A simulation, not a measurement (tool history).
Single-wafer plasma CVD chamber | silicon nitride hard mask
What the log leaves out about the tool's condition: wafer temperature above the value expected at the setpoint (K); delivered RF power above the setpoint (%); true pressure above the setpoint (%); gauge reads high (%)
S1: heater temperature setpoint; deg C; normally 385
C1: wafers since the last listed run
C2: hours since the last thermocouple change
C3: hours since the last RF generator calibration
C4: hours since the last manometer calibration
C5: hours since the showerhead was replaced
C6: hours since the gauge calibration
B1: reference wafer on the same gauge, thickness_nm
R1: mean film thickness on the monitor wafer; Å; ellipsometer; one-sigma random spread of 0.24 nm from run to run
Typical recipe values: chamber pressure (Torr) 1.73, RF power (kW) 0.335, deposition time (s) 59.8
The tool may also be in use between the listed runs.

Run 1, hour 0: usual settings; C1 0; C2 1211.7; C3 989.3; C4 2281.2; C5 6782.1; C6 198.9; B1 72.508. Result: R1 663.77 Å.
Run 2, hour 14: usual settings; C1 131; C2 1225.7; C3 1003.3; C4 2295.2; C5 6796.1; C6 212.9; B1 72.415. Result: R1 663.33 Å.
Run 3, hour 43.4: usual settings but S1 390 deg C, RF power (kW) 0.3; C1 275; C2 1255.1; C3 1032.7; C4 2324.6; C5 6825.5; C6 242.3; B1 72.581. Result: R1 588.11 Å.
Run 4, hour 73.3: usual settings but S1 390 deg C, RF power (kW) 0.3; C1 280; C2 1285; C3 1062.6; C4 2354.5; C5 6855.4; C6 272.2; B1 72.478. Result: R1 580.09 Å.
Run 5, hour 85.8: usual settings; C1 117; C2 1297.5; C3 1075.1; C4 2367; C5 6867.9; C6 284.7; B1 72.504. Result: R1 657.41 Å.
Run 6, hour 101.1: usual settings; C1 143; C2 1312.8; C3 1090.4; C4 2382.3; C5 6883.2; C6 300; B1 72.452. Result: R1 659.92 Å.
Run 7, hour 120.6: usual settings; C1 182; C2 1332.3; C3 1109.9; C4 2401.8; C5 6902.7; C6 319.5; B1 72.495. Result: R1 654.85 Å.
Run 8, hour 137.7: usual settings; C1 160; C2 1349.4; C3 1127; C4 2418.9; C5 6919.8; C6 336.6; B1 72.44. Result: R1 654.62 Å.
At hour 175.8: RF generator calibrated.
Run 9, hour 176.3: usual settings; C1 286; C2 1388; C3 0.5; C4 2457.5; C5 6958.4; C6 375.2; B1 72.574. Result: R1 705.15 Å.
Run 10, hour 190.2: usual settings but S1 389 deg C, RF power (kW) 0.31; C1 130; C2 1401.9; C3 14.4; C4 2471.4; C5 6972.3; C6 389.1; B1 72.372. Result: R1 648.64 Å.
At hour 193.8: gauge calibrated.
Run 11, hour 224: usual settings but S1 378 deg C, chamber pressure (Torr) 1.62, RF power (kW) 0.39, deposition time (s) 52.1; C1 316; C2 1435.7; C3 48.2; C4 2505.2; C5 7006.1; C6 30.2; B1 72.672. Result: R1 689.43 Å.

Run 12 comes next. What will it give?
Run 12, hour 247.8: usual settings but S1 391 deg C, chamber pressure (Torr) 1.53, RF power (kW) 0.305, deposition time (s) 70.4; C1 223; C2 1459.5; C3 72; C4 2529; C5 7029.9; C6 54; B1 ?. Result: R1 ?.

{"run 12": {"B1": 72.615, "R1": 721.86}}
Were there no unlogged condition in the tool, this run, its random variation unchanged, would have produced R1 725.12 Å.
